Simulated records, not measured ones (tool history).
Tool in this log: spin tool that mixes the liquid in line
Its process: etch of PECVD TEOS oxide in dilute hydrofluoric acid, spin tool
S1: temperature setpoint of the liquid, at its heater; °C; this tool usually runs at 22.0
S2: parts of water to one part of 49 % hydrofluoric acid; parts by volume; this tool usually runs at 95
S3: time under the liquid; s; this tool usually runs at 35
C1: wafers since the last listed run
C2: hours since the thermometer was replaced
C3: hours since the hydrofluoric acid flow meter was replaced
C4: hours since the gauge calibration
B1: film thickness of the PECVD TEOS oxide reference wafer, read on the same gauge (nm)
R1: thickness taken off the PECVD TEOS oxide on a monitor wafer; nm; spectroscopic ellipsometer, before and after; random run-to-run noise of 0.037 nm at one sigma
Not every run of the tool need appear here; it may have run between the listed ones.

run   hour    S1   S2  S3   C1      C2      C3     C4     B1     R1
  1    0.0  22.0  115  35    0  1129.6  2125.2   62.0  49.98   4.23
  2   12.3  22.0  115  35  226  1141.9  2137.5   74.3  50.03   4.11
  3   25.5  22.0   95  35  243  1155.1  2150.7   87.5  50.03   5.21
  4   42.6  22.0   95  35  315  1172.2  2167.8  104.6  50.02   5.20
  5   60.1  22.0   95  35  322  1189.7  2185.3  122.1  49.99   5.23
      67.6  -- thermometer replaced
  6   69.6  19.5   95  35  156     2.0  2194.8  131.6  50.02   4.72
  7   75.7  19.5   95  35  112     8.1  2200.9  137.7  50.01   4.66
  8   82.4  24.0   95  30  123    14.8  2207.6  144.4  50.01   4.81
  9   92.8  22.0   95  30  191    25.2  2218.0  154.8  49.98   4.47
 10  101.1  22.0   95  35  152    33.5  2226.3  163.1  50.02   5.22
 11  112.8  19.5  120  35  215    45.2  2238.0  174.8  50.03   3.57
 12  129.9  22.0   75  55  315    62.3  2255.1  191.9  50.02  10.59
     131.4  -- hydrofluoric acid flow meter replaced
     135.2  -- gauge calibrated
 13  141.9  26.0  120  55  202    74.3    10.5    6.7  50.00   7.37
 14  148.2  20.5  140  50  116    80.6    16.8   13.0  50.06   4.43
 15  158.8  22.0  130  35  195    91.2    27.4   23.6  50.03   3.61
 16  177.0  24.5   70  35  335   109.4    45.6   41.8  50.00   8.01
 17  194.6  22.0   95  35  324   127.0    63.2   59.4  49.98   5.18
 18  201.8  24.5  110  35  132   134.2    70.4   66.6  50.01   4.86
 19  211.3  17.5  125  40  175   143.7    79.9   76.1  49.95   3.66

Predict each of these 3 candidate next runs independently; none follows another, all start after run 19:
  A  211.7  23.5   95  35   7  144.1  80.3  76.5   ?   ?
  B  211.7  22.0  110  35   7  144.1  80.3  76.5   ?   ?
  C  211.7  25.5   80  45   7  144.1  80.3  76.5   ?   ?

run     B1    R1
  A  49.98  5.53
  B  49.98  4.42
  C  49.98  9.31
Stripped of hidden state, with their random variation kept, the same runs would have yielded:
run    R1
  A  5.53
  B  4.42
  C  9.31
